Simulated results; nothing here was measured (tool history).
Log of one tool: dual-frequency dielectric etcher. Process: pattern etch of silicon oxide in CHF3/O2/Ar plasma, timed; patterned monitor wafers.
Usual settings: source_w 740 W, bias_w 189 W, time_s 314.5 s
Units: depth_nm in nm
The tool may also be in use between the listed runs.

run    hour  source_w  bias_w  time_s  wafers since the last listed run  hours since the last wet clean  hours since the last source power generator calibration  hours since the last bias power generator calibration  hours since the last upper electrode change  hours since the gauge calibration  read-back reference wafer on the same gauge, depth_nm  depth_nm
  1     0.0       680     189   314.5                                 0                           385.1                                                   3706.8                                                 3574.4                                       5414.1                             2351.9                                                  783.8     670.5
       39.7  -- wet clean of the chamber
  2    59.8       740     189   314.5                               135                            20.1                                                   3766.6                                                 3634.2                                       5473.9                             2411.7                                                  784.3     658.2
       73.4  -- gauge calibrated
  3   264.2       740     189   314.5                               776                           224.5                                                   3971.0                                                 3838.6                                       5678.3                              190.8                                                  784.3     679.2
  4   307.3       740     189   314.5                               163                           267.6                                                   4014.1                                                 3881.7                                       5721.4                              233.9                                                  784.0     678.2
  5   356.7       620     189   314.5                               187                           317.0                                                   4063.5                                                 3931.1                                       5770.8                              283.3                                                  783.5     647.6
  6   403.1       620     189   314.5                               176                           363.4                                                   4109.9                                                 3977.5                                       5817.2                              329.7                                                  784.5     654.5
      449.4  -- wet clean of the chamber
  7   465.7       620     189   314.5                               146                            16.3                                                   4172.5                                                 4040.1                                       5879.8                              392.3                                                  784.9     631.8
  8   510.7       740     189   314.5                               170                            61.3                                                   4217.5                                                 4085.1                                       5924.8                              437.3                                                  783.7     668.7
  9   548.3       740     189   223.5                               142                            98.9                                                   4255.1                                                 4122.7                                       5962.4                              474.9                                                  783.8     476.0
 10   597.6       740     189   314.5                               187                           148.2                                                   4304.4                                                 4172.0                                       6011.7                              524.2                                                  783.8     676.5
      637.3  -- upper electrode replaced
 11   645.1       740     189   314.5                                89                           195.7                                                   4351.9                                                 4219.5                                          7.8                              571.7                                                  784.1     682.8
 12   675.8       820     189   314.5                               116                           226.4                                                   4382.6                                                 4250.2                                         38.5                              602.4                                                  784.1     702.3
 13   736.5       740     157   223.5                               230                           287.1                                                   4443.3                                                 4310.9                                         99.2                              663.1                                                  784.1     438.0
 14   772.5       840     152   350.5                               136                           323.1                                                   4479.3                                                 4346.9                                        135.2                              699.1                                                  783.7     709.2
      807.2  -- bias power generator calibrated
 15   830.7       690     145   243.5                               205                           381.3                                                   4537.5                                                   23.5                                        193.4                              757.3                                                  784.0     454.1
      880.3  -- wet clean of the chamber
 16   897.2       740     189   314.5                               161                            16.9                                                   4604.0                                                   90.0                                        259.9                              823.8                                                  784.0     652.3
 17   930.6       850     189   347.5                               126                            50.3                                                   4637.4                                                  123.4                                        293.3                              857.2                                                  783.7     758.8
      953.0  -- source power generator calibrated
 18   991.6       870     207   226.0                               216                           111.3                                                     38.6                                                  184.4                                        354.3                              918.2                                                  783.4     525.4
 19  1021.5       740     215   314.5                               113                           141.2                                                     68.5                                                  214.3                                        384.2                              948.1                                                  783.6     709.0
 20  1065.3       740     189   314.5                               166                           185.0                                                    112.3                                                  258.1                                        428.0                              991.9                                                  783.4     671.6
 21  1098.6       740     214   367.0                               126                           218.3                                                    145.6                                                  291.4                                        461.3                             1025.2                                                  784.1     840.9
 22  1155.8       650     165   314.5                               217                           275.5                                                    202.8                                                  348.6                                        518.5                             1082.4                                                  784.3     610.1
 23  1219.6       740     166   233.5                               242                           339.3                                                    266.6                                                  412.4                                        582.3                             1146.2                                                  784.3     469.4
 24  1260.3       690     231   379.5                               154                           380.0                                                    307.3                                                  453.1                                        623.0                             1186.9                                                  784.2     902.3
     1314.8  -- wet clean of the chamber
 25  1318.9       740     189   314.5                               131                             4.1                                                    365.9                                                  511.7                                        681.6                             1245.5                                                  784.4     653.2
 26  1389.5       740     189   246.5                               268                            74.7                                                    436.5                                                  582.3                                        752.2                             1316.1                                                  784.2     520.1
 27  1417.9       740     174   314.5                               107                           103.1                                                    464.9                                                  610.7                                        780.6                             1344.5                                                  784.3     632.9
 28  1465.1       740     208   279.5                               179                           150.3                                                    512.1                                                  657.9                                        827.8                             1391.7                                                  783.1     624.5
 29  1489.5       890     189   403.5                                92                           174.7                                                    536.5                                                  682.3                                        852.2                             1416.1                                                  783.7     908.7

Forecast each of these 5 alternatives for the next run:
  A  1490.0       740     189   361.5                                 1                           175.2                                                    537.0                                                  682.8                                        852.7                             1416.6                                                      ?         ?
  B  1490.0       640     229   314.5                                 1                           175.2                                                    537.0                                                  682.8                                        852.7                             1416.6                                                      ?         ?
  C  1490.0       650     189   341.0                                 1                           175.2                                                    537.0                                                  682.8                                        852.7                             1416.6                                                      ?         ?
  D  1490.0       570     214   314.5                                 1                           175.2                                                    537.0                                                  682.8                                        852.7                             1416.6                                                      ?         ?
  E  1490.0       580     212   314.5                                 1                           175.2                                                    537.0                                                  682.8                                        852.7                             1416.6                                                      ?         ?

run  read-back reference wafer on the same gauge, depth_nm  depth_nm
  A                                                  784.5     766.3
  B                                                  784.5     709.6
  C                                                  784.5     698.3
  D                                                  784.5     665.4
  E                                                  784.5     665.0
Without the tool's hidden state the same runs would have given:
run  depth_nm
  A     749.5
  B     694.0
  C     683.0
  D     650.8
  E     650.4
